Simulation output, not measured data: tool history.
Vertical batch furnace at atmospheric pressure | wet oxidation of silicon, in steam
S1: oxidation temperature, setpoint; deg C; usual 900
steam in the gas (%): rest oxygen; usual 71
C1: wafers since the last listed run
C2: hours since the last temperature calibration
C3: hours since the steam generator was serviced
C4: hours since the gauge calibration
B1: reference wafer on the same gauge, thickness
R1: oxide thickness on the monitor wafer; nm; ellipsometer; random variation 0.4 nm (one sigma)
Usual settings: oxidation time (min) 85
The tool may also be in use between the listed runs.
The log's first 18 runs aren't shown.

Run 19, hour 1536.4: usual settings but S1 918 deg C; C1 534; C2 2330; C3 2726.4; C4 2318.4; B1 148. Result: R1 215.05 nm.
Run 20, hour 1628.9: usual settings but S1 919 deg C, oxidation time (min) 46, steam in the gas (%) 66; C1 785; C2 2422.5; C3 2818.9; C4 2410.9; B1 147.99. Result: R1 127.36 nm.
At hour 1835.5: thermocouples replaced and temperature profile calibrated.
At hour 1851: steam generator serviced.
Run 21, hour 1851.5: usual settings but S1 884 deg C, oxidation time (min) 99; C1 1554; C2 16; C3 0.5; C4 2633.5; B1 147.96. Result: R1 162.02 nm.
Run 22, hour 1909.8: usual settings but S1 911 deg C, oxidation time (min) 118.5, steam in the gas (%) 63; C1 495; C2 74.3; C3 58.8; C4 2691.8; B1 147.88. Result: R1 235.9 nm.
Run 23, hour 1985.3: usual settings but oxidation time (min) 60; C1 641; C2 149.8; C3 134.3; C4 2767.3; B1 147.95. Result: R1 132.9 nm.
Run 24, hour 2115.1: usual settings but S1 877 deg C, oxidation time (min) 123.5; C1 1102; C2 279.6; C3 264.1; C4 2897.1; B1 147.99. Result: R1 176.13 nm.
Run 25, hour 2212.8: usual settings but S1 918 deg C, steam in the gas (%) 67; C1 829; C2 377.3; C3 361.8; C4 2994.8; B1 148. Result: R1 205.46 nm.
At hour 2261.8: gauge calibrated.
Run 26, hour 2310.4: usual settings but S1 893 deg C; C1 828; C2 474.9; C3 459.4; C4 48.6; B1 147.97. Result: R1 160.58 nm.

Forecast run 27:
Run 27, hour 2381.6: usual settings; C1 604; C2 546.1; C3 530.6; C4 119.8; B1 ?. Result: R1 ?.

{"run 27": {"B1": 147.98, "R1": 176.35}}
Without the tool's hidden state the same run would have given R1 176.35 nm.
